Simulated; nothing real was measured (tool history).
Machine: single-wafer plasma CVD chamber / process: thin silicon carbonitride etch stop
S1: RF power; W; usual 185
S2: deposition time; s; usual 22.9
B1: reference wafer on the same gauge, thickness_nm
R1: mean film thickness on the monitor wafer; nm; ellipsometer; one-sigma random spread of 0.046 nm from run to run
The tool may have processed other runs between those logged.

run	hour	S1	S2	B1	R1
1	0	155	22.9	13.097	11.622
2	26.8	155	22.9	13.096	11.626
3	71.7	185	22.9	13.119	12.337
4	276.4	185	22.9	13.095	12.265
# hour 298.9: showerhead replaced
5	324.8	185	22.9	13.09	12.293
# hour 362.6: thermocouple changed; heater temperature recalibrated
6	376.4	200	22.9	13.099	12.572
# hour 386.7: RF generator calibrated
7	400.5	160	22.9	13.09	11.91
8	468.5	210	25.7	13.109	14.682
9	538.8	170	26.4	13.096	13.949
10	597.9	185	18.8	13.103	10.266
# hour 619: gauge calibrated
11	623.6	215	27.3	13.095	15.645
12	649.4	200	21.3	13.09	11.923
13	704.6	185	22.9	13.105	12.528
14	734.1	185	22.9	13.091	12.406
15	776.1	150	22.9	13.098	11.549

Below are 5 alternative next runs, each starting from the tool's condition after run 15. Predict each:
A	776.5	185	26.1	?	?
B	776.5	150	24.5	?	?
C	776.5	215	19.3	?	?
D	776.5	205	19.7	?	?
E	776.5	185	18.4	?	?

run	B1	R1
A	13.097	14.131
B	13.097	12.327
C	13.097	10.997
D	13.097	11.046
E	13.097	9.962
Stripped of hidden state, with their random variation kept, the same runs would have yielded:
run	R1
A	14.316
B	12.489
C	11.141
D	11.191
E	10.093
